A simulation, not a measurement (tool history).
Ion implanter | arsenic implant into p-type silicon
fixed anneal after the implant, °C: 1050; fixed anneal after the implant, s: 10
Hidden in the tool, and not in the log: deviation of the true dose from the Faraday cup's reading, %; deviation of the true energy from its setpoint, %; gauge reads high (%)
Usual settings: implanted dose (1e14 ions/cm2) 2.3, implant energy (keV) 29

| run | hour | implanted dose (1e14 ions/cm2) | implant energy (keV) | wafers since the last listed run | hours since the last dose calibration | hours since the extraction supply was calibrated | hours since the gauge calibration | read-back reference wafer on the same gauge, sheet resistance | sheet resistance of the implanted and annealed layer (ohm/square) |
|---|---|---|---|---|---|---|---|---|---|
| 1 | 0 | 2.61 | 29 | 0 | 930.5 | 1775.8 | 34.3 | 299.85 | 261.77 |
| 2 | 42.3 | 2.61 | 29 | 452 | 972.8 | 1818.1 | 76.6 | 300.76 | 263.13 |
| 3 | 78.9 | 2.61 | 29 | 391 | 1009.4 | 1854.7 | 113.2 | 301.78 | 263.07 |
| 4 | 111.9 | 2.15 | 25 | 353 | 1042.4 | 1887.7 | 146.2 | 302.41 | 311.12 |
| 5 | 170.2 | 2.15 | 25 | 624 | 1100.7 | 1946 | 204.5 | 303.04 | 313.08 |
| 6 | 201.7 | 2.3 | 29 | 337 | 1132.2 | 1977.5 | 236 | 303.62 | 291.87 |
| 7 | 231.5 | 2.3 | 29 | 319 | 1162 | 2007.3 | 265.8 | 303.66 | 290.73 |
| 8 | 268.2 | 2.3 | 29 | 392 | 1198.7 | 2044 | 302.5 | 303.76 | 290.95 |
| 9 | 308.8 | 2.3 | 29 | 434 | 1239.3 | 2084.6 | 343.1 | 304.45 | 292.88 |
| 10 | 348.5 | 1.91 | 33.5 | 425 | 1279 | 2124.3 | 382.8 | 304.22 | 327.16 |
| 11 | 399.7 | 2.08 | 26.5 | 548 | 1330.2 | 2175.5 | 434 | 304.68 | 319.58 |
|  | 432.9 | Faraday cup replaced and dose calibrated |
| 12 | 449.1 | 2.9 | 25 | 443 | 16.2 | 2224.9 | 483.4 | 304.68 | 251.3 |
|  | 452.5 | gauge calibrated |
| 13 | 501.9 | 1.8 | 25.5 | 565 | 69 | 2277.7 | 49.4 | 301.86 | 353.78 |
| 14 | 553.7 | 2.65 | 29 | 554 | 120.8 | 2329.5 | 101.2 | 302.32 | 261.41 |
| 15 | 577.7 | 2.3 | 32.5 | 256 | 144.8 | 2353.5 | 125.2 | 302.93 | 286.77 |
| 16 | 626.5 | 2.61 | 29 | 522 | 193.6 | 2402.3 | 174 | 304.31 | 265.3 |
|  | 669.6 | extraction supply calibrated |
| 17 | 677.7 | 2.51 | 29 | 462 | 244.8 | 8.1 | 225.2 | 304.81 | 273.83 |
| 18 | 734.3 | 2.68 | 33 | 606 | 301.4 | 64.7 | 281.8 | 304.84 | 257.56 |
| 19 | 760.4 | 2.51 | 19 | 279 | 327.5 | 90.8 | 307.9 | 305.18 | 290.74 |

The next listed run, before its measurement:
| 20 | 811 | 2.3 | 29 | 541 | 378.1 | 141.4 | 358.5 | ? | ? |

read-back reference wafer on the same gauge, sheet resistance: 305.53
sheet resistance of the implanted and annealed layer (ohm/square): 293.06
Without the tool's hidden state the same run would have given sheet resistance of the implanted and annealed layer (ohm/square) 286.72.
